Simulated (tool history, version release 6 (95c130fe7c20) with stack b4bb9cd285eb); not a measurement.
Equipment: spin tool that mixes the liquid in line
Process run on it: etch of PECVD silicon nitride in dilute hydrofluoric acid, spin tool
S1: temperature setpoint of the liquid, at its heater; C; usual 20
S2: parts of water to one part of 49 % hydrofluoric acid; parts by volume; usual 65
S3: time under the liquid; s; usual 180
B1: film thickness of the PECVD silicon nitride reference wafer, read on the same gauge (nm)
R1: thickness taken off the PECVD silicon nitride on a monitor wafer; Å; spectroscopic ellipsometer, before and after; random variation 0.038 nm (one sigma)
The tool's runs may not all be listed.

run	hour	S1	S2	S3	B1	R1
1	0	20	65	180	120	63.7
2	57.2	20	65	180	120.01	63.9
3	163.1	20	65	180	120.01	63.6
4	229.6	20	65	180	119.99	63.3
5	320.1	23.5	65	180	120.02	79.7
6	383.7	23.5	65	180	120	79.7
7	479.2	20	65	180	120	62.5
# hour 508.4: thermometer replaced
8	531.3	20	65	180	120	63.5
# hour 565: gauge calibrated
9	834.1	20	65	180	120	61.8
10	890.2	20	65	180	120.01	62.5
11	992.3	20	65	180	120.02	62.4
12	1052.6	20	90	150	119.99	37.4
13	1099.2	23	45	115	119.98	69.2
14	1157.4	20	65	180	120	61.5
# hour 1216.5: hydrofluoric acid flow meter replaced
15	1217	22.5	80	275	120	96.4
16	1284.7	20	65	180	120.02	64.7
17	1333.8	23	50	260	120.01	149.1
# hour 1389.6: thermometer replaced
18	1408.9	20	65	180	120.02	65.2
19	1500.1	24	75	180	119.99	73.1
20	1561.5	17.5	35	245	120	134
21	1634.5	23	45	115	119.97	71.8
22	1729.4	22	75	290	120	102.2
23	1815.6	23.5	75	95	119.99	37.3
24	1879.1	20	55	180	119.98	75
25	1921	24.5	80	180	120.01	70.5
26	1963.4	24	50	180	120.01	107.2
27	2037.9	20	40	180	119.99	100.6
28	2098.8	20	65	230	119.99	80.8
29	2175.3	18	45	180	120.01	78.4
# hour 2208.4: gauge calibrated
30	2265.4	24	65	180	119.99	82.2
# hour 2329.6: thermometer replaced
31	2337.4	22	65	115	119.99	46

Pick out some run-to-run changes in R1. Of each, how much would a tool without hidden state show as well, from the settings, what came in and chance, and how much is left for the hidden state and any gauge scatter not in both results compared?
Hidden conditions of the tool in this case: liquid hotter than its thermometer reads (K); hydrofluoric acid flow below the setpoint (%); gauge reads high (%).
Run 12 -> 13: S1 20 -> 23, S2 90 -> 45, S3 150 -> 115. R1 +31.8 Å: hidden state -2.2, all else +34.
Run 14 -> 15: S1 20 -> 22.5, S2 65 -> 80, S3 180 -> 275, hydrofluoric acid flow meter replaced. R1 +34.9 Å: hidden state +3.9, all else +31.
Run 16 -> 17: S1 20 -> 23, S2 65 -> 50, S3 180 -> 260. R1 +84.4 Å: hidden state -1, all else +85.4.
Run 17 -> 18: S1 23 -> 20, S2 50 -> 65, S3 260 -> 180, thermometer replaced. R1 -83.9 Å: hidden state +0.6, all else -84.5.
Run 22 -> 23: S1 22 -> 23.5, S3 290 -> 95. R1 -64.9 Å: hidden state +1.5, all else -66.4.
Run 30 -> 31: S1 24 -> 22, S3 180 -> 115, thermometer replaced. R1 -36.2 Å: hidden state +1.6, all else -37.8.

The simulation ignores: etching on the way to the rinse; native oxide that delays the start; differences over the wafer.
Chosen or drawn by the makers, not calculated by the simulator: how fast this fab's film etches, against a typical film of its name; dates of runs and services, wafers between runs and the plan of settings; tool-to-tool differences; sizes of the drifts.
